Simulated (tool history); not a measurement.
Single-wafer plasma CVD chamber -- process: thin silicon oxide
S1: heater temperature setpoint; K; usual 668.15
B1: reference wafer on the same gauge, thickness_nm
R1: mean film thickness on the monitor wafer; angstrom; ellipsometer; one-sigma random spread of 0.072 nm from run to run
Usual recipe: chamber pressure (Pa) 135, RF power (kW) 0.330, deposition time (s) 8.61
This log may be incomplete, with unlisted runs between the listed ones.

{"run": 1, "hour": 0.0, "S1": 668.15, "chamber pressure (Pa)": 135, "RF power (kW)": 0.33, "deposition time (s)": 8.61, "B1": 22.278, "R1": 194.01}
{"run": 2, "hour": 22.1, "S1": 668.15, "chamber pressure (Pa)": 135, "RF power (kW)": 0.33, "deposition time (s)": 8.61, "B1": 22.339, "R1": 194.34}
{"run": 3, "hour": 39.2, "S1": 668.15, "chamber pressure (Pa)": 135, "RF power (kW)": 0.33, "deposition time (s)": 8.61, "B1": 22.284, "R1": 194.8}
{"run": 4, "hour": 64.6, "S1": 668.15, "chamber pressure (Pa)": 135, "RF power (kW)": 0.33, "deposition time (s)": 8.61, "B1": 22.324, "R1": 194.49}
{"run": 5, "hour": 100.5, "S1": 676.15, "chamber pressure (Pa)": 135, "RF power (kW)": 0.33, "deposition time (s)": 8.61, "B1": 22.305, "R1": 194.21}
{"run": 6, "hour": 136.2, "S1": 668.15, "chamber pressure (Pa)": 108, "RF power (kW)": 0.33, "deposition time (s)": 9.18, "B1": 22.315, "R1": 185.6}
{"run": 7, "hour": 161.0, "S1": 668.15, "chamber pressure (Pa)": 135, "RF power (kW)": 0.33, "deposition time (s)": 8.61, "B1": 22.359, "R1": 193.92}
{"run": 8, "hour": 176.5, "S1": 668.15, "chamber pressure (Pa)": 135, "RF power (kW)": 0.33, "deposition time (s)": 8.61, "B1": 22.306, "R1": 193.59}
{"run": 9, "hour": 199.8, "S1": 668.15, "chamber pressure (Pa)": 135, "RF power (kW)": 0.33, "deposition time (s)": 8.61, "B1": 22.301, "R1": 194.15}
{"run": 10, "hour": 231.7, "S1": 668.15, "chamber pressure (Pa)": 135, "RF power (kW)": 0.315, "deposition time (s)": 8.61, "B1": 22.337, "R1": 188.95}
{"run": 11, "hour": 256.4, "S1": 668.15, "chamber pressure (Pa)": 125, "RF power (kW)": 0.33, "deposition time (s)": 8.61, "B1": 22.294, "R1": 187.63}
{"hour": 280.7, "done": "gauge calibrated"}
{"run": 12, "hour": 284.3, "S1": 668.15, "chamber pressure (Pa)": 135, "RF power (kW)": 0.33, "deposition time (s)": 8.61, "B1": 22.325, "R1": 194.18}
{"hour": 295.2, "done": "RF generator calibrated"}
{"run": 13, "hour": 300.4, "S1": 668.15, "chamber pressure (Pa)": 135, "RF power (kW)": 0.33, "deposition time (s)": 8.61, "B1": 22.302, "R1": 193.94}
{"run": 14, "hour": 321.4, "S1": 668.15, "chamber pressure (Pa)": 135, "RF power (kW)": 0.33, "deposition time (s)": 8.61, "B1": 22.324, "R1": 193.73}
{"run": 15, "hour": 346.0, "S1": 676.15, "chamber pressure (Pa)": 104, "RF power (kW)": 0.33, "deposition time (s)": 9.51, "B1": 22.307, "R1": 188.44}
{"run": 16, "hour": 374.3, "S1": 668.15, "chamber pressure (Pa)": 135, "RF power (kW)": 0.33, "deposition time (s)": 9.63, "B1": 22.27, "R1": 216.87}
{"hour": 392.4, "done": "thermocouple changed; heater temperature recalibrated"}
{"run": 17, "hour": 402.0, "S1": 668.15, "chamber pressure (Pa)": 135, "RF power (kW)": 0.33, "deposition time (s)": 8.61, "B1": 22.338, "R1": 194.45}
{"run": 18, "hour": 429.4, "S1": 668.15, "chamber pressure (Pa)": 135, "RF power (kW)": 0.33, "deposition time (s)": 8.61, "B1": 22.337, "R1": 194.58}
{"hour": 439.4, "done": "capacitance manometer re-zeroed and calibrated"}
{"run": 19, "hour": 449.5, "S1": 668.15, "chamber pressure (Pa)": 163, "RF power (kW)": 0.33, "deposition time (s)": 8.61, "B1": 22.317, "R1": 218.0}
{"hour": 479.3, "done": "showerhead replaced, of another model than before"}
{"run": 20, "hour": 480.9, "S1": 668.15, "chamber pressure (Pa)": 135, "RF power (kW)": 0.33, "deposition time (s)": 10.33, "B1": 22.302, "R1": 241.1}
{"run": 21, "hour": 496.3, "S1": 668.15, "chamber pressure (Pa)": 135, "RF power (kW)": 0.33, "deposition time (s)": 8.61, "B1": 22.241, "R1": 202.14}
{"run": 22, "hour": 509.1, "S1": 668.15, "chamber pressure (Pa)": 135, "RF power (kW)": 0.33, "deposition time (s)": 8.61, "B1": 22.344, "R1": 200.81}
{"run": 23, "hour": 537.2, "S1": 668.15, "chamber pressure (Pa)": 123, "RF power (kW)": 0.33, "deposition time (s)": 10.15, "B1": 22.322, "R1": 229.41}
{"run": 24, "hour": 561.4, "S1": 668.15, "chamber pressure (Pa)": 101, "RF power (kW)": 0.305, "deposition time (s)": 8.61, "B1": 22.32, "R1": 177.99}
{"run": 25, "hour": 589.0, "S1": 668.15, "chamber pressure (Pa)": 111, "RF power (kW)": 0.33, "deposition time (s)": 9.69, "B1": 22.306, "R1": 211.43}
{"run": 26, "hour": 612.9, "S1": 664.15, "chamber pressure (Pa)": 144, "RF power (kW)": 0.365, "deposition time (s)": 10.06, "B1": 22.274, "R1": 248.97}
{"run": 27, "hour": 643.4, "S1": 682.15, "chamber pressure (Pa)": 152, "RF power (kW)": 0.29, "deposition time (s)": 6.92, "B1": 22.316, "R1": 158.92}

Run 28, settings as shown, results not yet in. Your forecast:
{"run": 28, "hour": 658.8, "S1": 668.15, "chamber pressure (Pa)": 152, "RF power (kW)": 0.33, "deposition time (s)": 9.22, "B1": "?", "R1": "?"}

B1: 22.318
R1: 223.00 angstrom
Without the tool's hidden state the same run would have given R1 224.31 angstrom.
